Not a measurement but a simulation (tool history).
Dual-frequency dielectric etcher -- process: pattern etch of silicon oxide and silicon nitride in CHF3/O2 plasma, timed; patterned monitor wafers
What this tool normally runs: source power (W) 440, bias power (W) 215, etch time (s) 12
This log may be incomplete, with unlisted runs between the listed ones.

run   hour  source power (W)  bias power (W)  etch time (s)  read-back reference wafer on the same gauge, depth_nm  mean etch depth across the wafer (Å)
  1      0               440             215             12                                                   13.7                                 160.7
  2   13.8               440             215             12                                                  13.71                                 159.4
  3   26.9               440             215             12                                                  13.72                                 157.8
  4   43.6               440             215             11                                                   13.7                                 144.9
  5   51.1               440             215             11                                                  13.68                                 145.4
  6   63.1               440             215             11                                                  13.68                                 145.1
      67.6  -- gauge calibrated
      71.3  -- bias power generator calibrated
      88.4  -- upper electrode replaced, of another model than before
      93.1  -- wet clean of the chamber
  7   93.6               440             215             12                                                  13.68                                 168.9
  8   93.9               440             215             12                                                  13.71                                 168.4
  9  107.4               440             215             12                                                  13.69                                 169.2
 10  123.6               400             241             13                                                  13.71                                 190.9
 11  132.9               440             215             12                                                  13.69                                 169.1
 12  145.6               390             163              9                                                  13.71                                  95.1
 13  155.3               440             215              9                                                  13.72                                 126.2
     158.6  -- gauge calibrated
     161.5  -- source power generator calibrated
 14    173               550             173             12                                                  13.68                                 157.2
 15  190.9               440             230             10                                                  13.72                                 147.3
 16  199.8               340             165           10.5                                                  13.73                                 105.3
 17  208.6               440             215             11                                                   13.7                                 153.7

4 ways to go on from here, each from the tool as it stands after run 17. What would each give?
  A   209               440             215             12                                                      ?                                     ?
  B   209               520             245             15                                                      ?                                     ?
  C   209               410             195             11                                                      ?                                     ?
  D   209               390             267           13.5                                                      ?                                     ?

run  read-back reference wafer on the same gauge, depth_nm  mean etch depth across the wafer (Å)
  A                                                  13.69                                 168.8
  B                                                  13.69                                 247.7
  C                                                  13.69                                 139.5
  D                                                  13.69                                 209.3
With the hidden condition removed and each run's random variation left untouched, the same runs would have given:
run  mean etch depth across the wafer (Å)
  A                                   170
  B                                 249.4
  C                                 140.4
  D                                 210.7

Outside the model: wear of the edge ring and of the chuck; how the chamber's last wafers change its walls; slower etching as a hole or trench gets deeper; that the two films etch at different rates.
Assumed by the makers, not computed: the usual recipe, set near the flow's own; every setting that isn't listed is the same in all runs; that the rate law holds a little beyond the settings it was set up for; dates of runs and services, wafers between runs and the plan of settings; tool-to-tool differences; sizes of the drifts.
